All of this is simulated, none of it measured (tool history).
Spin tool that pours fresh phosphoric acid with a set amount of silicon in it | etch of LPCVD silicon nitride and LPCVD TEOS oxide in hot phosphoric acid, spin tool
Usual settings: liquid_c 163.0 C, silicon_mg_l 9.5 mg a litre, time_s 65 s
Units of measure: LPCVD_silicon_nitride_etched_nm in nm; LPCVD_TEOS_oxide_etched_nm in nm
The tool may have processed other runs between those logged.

run,hour,liquid_c,silicon_mg_l,time_s,"read-back film thickness of the LPCVD silicon nitride reference wafer, read on the same gauge (nm)","read-back film thickness of the LPCVD TEOS oxide reference wafer, read on the same gauge (nm)",LPCVD_silicon_nitride_etched_nm,LPCVD_TEOS_oxide_etched_nm
1,0.0,163.0,9.5,85,39.99,30.029,7.31,0.449
2,68.9,165.5,9.5,65,39.99,29.954,6.07,0.401
3,148.7,163.0,9.5,25,40.02,30.021,2.16,0.144
4,192.3,163.0,9.5,65,39.98,30.005,5.53,0.315
# hour 208.7: gauge calibrated
5,237.7,165.5,3.0,45,40.00,29.995,4.17,0.337
6,325.4,163.0,9.5,50,40.02,30.000,4.23,0.288
7,431.1,163.0,9.5,65,40.01,29.996,5.53,0.288
8,511.3,164.0,9.5,85,40.01,29.994,7.39,0.469
# hour 543.4: dissolved silicon flow meter replaced
# hour 567.3: thermometer replaced
9,612.3,163.0,9.5,65,40.03,29.974,5.75,0.379
10,686.2,163.0,9.5,65,39.99,29.993,5.74,0.379
11,793.4,163.0,9.5,65,39.98,30.023,5.70,0.383
12,881.4,164.5,14.5,25,40.00,30.000,2.29,0.141
# hour 898.6: heated supply line repaired
13,933.0,163.0,9.5,65,39.99,30.033,5.93,0.405
14,1001.9,160.5,3.5,100,40.00,30.007,8.42,0.534
15,1085.5,163.0,9.5,65,39.99,29.975,5.94,0.438
16,1167.7,163.0,9.5,65,39.99,29.994,5.96,0.405
17,1224.9,163.0,9.5,65,40.01,29.980,5.88,0.390
18,1294.6,166.0,3.5,65,40.03,29.990,6.42,0.565

The next listed run, before its measurement:
19,1378.4,164.0,9.5,50,?,?,?,?

For run 19 the tool returned read-back film thickness of the LPCVD silicon nitride reference wafer, read on the same gauge (nm) 40.01, read-back film thickness of the LPCVD TEOS oxide reference wafer, read on the same gauge (nm) 30.036, LPCVD_silicon_nitride_etched_nm 4.69 nm, LPCVD_TEOS_oxide_etched_nm 0.296 nm.
With the hidden condition absent and the run-to-run variation left alone, this run would have shown LPCVD_silicon_nitride_etched_nm 4.83 nm, LPCVD_TEOS_oxide_etched_nm 0.316 nm.

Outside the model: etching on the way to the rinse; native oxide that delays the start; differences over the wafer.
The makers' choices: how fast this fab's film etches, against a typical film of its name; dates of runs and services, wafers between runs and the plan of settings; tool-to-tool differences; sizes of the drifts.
